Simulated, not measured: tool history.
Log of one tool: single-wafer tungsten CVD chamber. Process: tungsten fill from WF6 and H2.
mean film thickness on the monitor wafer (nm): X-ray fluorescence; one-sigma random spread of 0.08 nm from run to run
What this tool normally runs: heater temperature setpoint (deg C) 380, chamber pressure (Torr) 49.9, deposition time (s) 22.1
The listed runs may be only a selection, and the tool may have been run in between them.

| run | hour | heater temperature setpoint (deg C) | chamber pressure (Torr) | deposition time (s) | read-back reference wafer on the same gauge, thickness_nm | mean film thickness on the monitor wafer (nm) |
|---|---|---|---|---|---|---|
| 1 | 0 | 380 | 49.9 | 22.1 | 45.108 | 52.609 |
| 2 | 17.9 | 380 | 49.9 | 22.1 | 45.119 | 52.717 |
| 3 | 34.7 | 380 | 49.9 | 22.1 | 45.069 | 52.695 |
| 4 | 62.2 | 380 | 49.9 | 22.1 | 45.099 | 52.875 |
| 5 | 82.6 | 380 | 49.9 | 22.1 | 45.079 | 52.874 |
| 6 | 98.5 | 387 | 42.6 | 22.1 | 45.092 | 57.983 |
| 7 | 130 | 380 | 49.9 | 22.1 | 45.133 | 52.811 |
| 8 | 150.6 | 380 | 49.9 | 22.1 | 45.088 | 52.71 |
| 9 | 184.5 | 380 | 49.9 | 22.1 | 45.123 | 52.759 |
| 10 | 207.2 | 380 | 49.9 | 22.1 | 45.092 | 52.66 |
|  | 241.5 | thermocouple changed; heater temperature recalibrated |
| 11 | 242 | 380 | 49.9 | 22.1 | 45.111 | 55.263 |
|  | 250.6 | capacitance manometer re-zeroed and calibrated |
| 12 | 252.9 | 380 | 49.9 | 22.1 | 45.08 | 53.411 |
| 13 | 266.8 | 390 | 49.9 | 22.1 | 45.093 | 66.605 |
| 14 | 301.8 | 392 | 49.9 | 23.6 | 45.095 | 74.374 |
|  | 313 | gauge calibrated |
| 15 | 331 | 380 | 41.5 | 22.1 | 45.112 | 49.395 |
| 16 | 357.7 | 367 | 57.1 | 22.1 | 45.136 | 41.303 |
| 17 | 392.3 | 380 | 49.9 | 22.1 | 45.115 | 53.251 |
|  | 412.4 | showerhead replaced |
| 18 | 418 | 380 | 41.6 | 18.7 | 45.079 | 41.748 |
| 19 | 448.6 | 380 | 45.7 | 22.1 | 45.093 | 51.282 |
| 20 | 477.8 | 380 | 56.6 | 22.1 | 45.087 | 55.96 |
| 21 | 499.3 | 389 | 42.5 | 23.3 | 45.105 | 64.125 |
| 22 | 527.2 | 365 | 62.1 | 22.1 | 45.091 | 40.486 |
| 23 | 542.1 | 380 | 49.9 | 22.1 | 45.091 | 53.193 |
| 24 | 562.2 | 367 | 57.1 | 22.1 | 45.097 | 41.115 |
| 25 | 586.5 | 380 | 49.9 | 22.1 | 45.084 | 53.074 |

The next listed run, before its measurement:
| 26 | 610 | 380 | 38.2 | 22.1 | ? | ? |

Run 26 came out at read-back reference wafer on the same gauge, thickness_nm 45.079, mean film thickness on the monitor wafer (nm) 47.68.
Without the tool's hidden state the same run would have given mean film thickness on the monitor wafer (nm) 48.239.
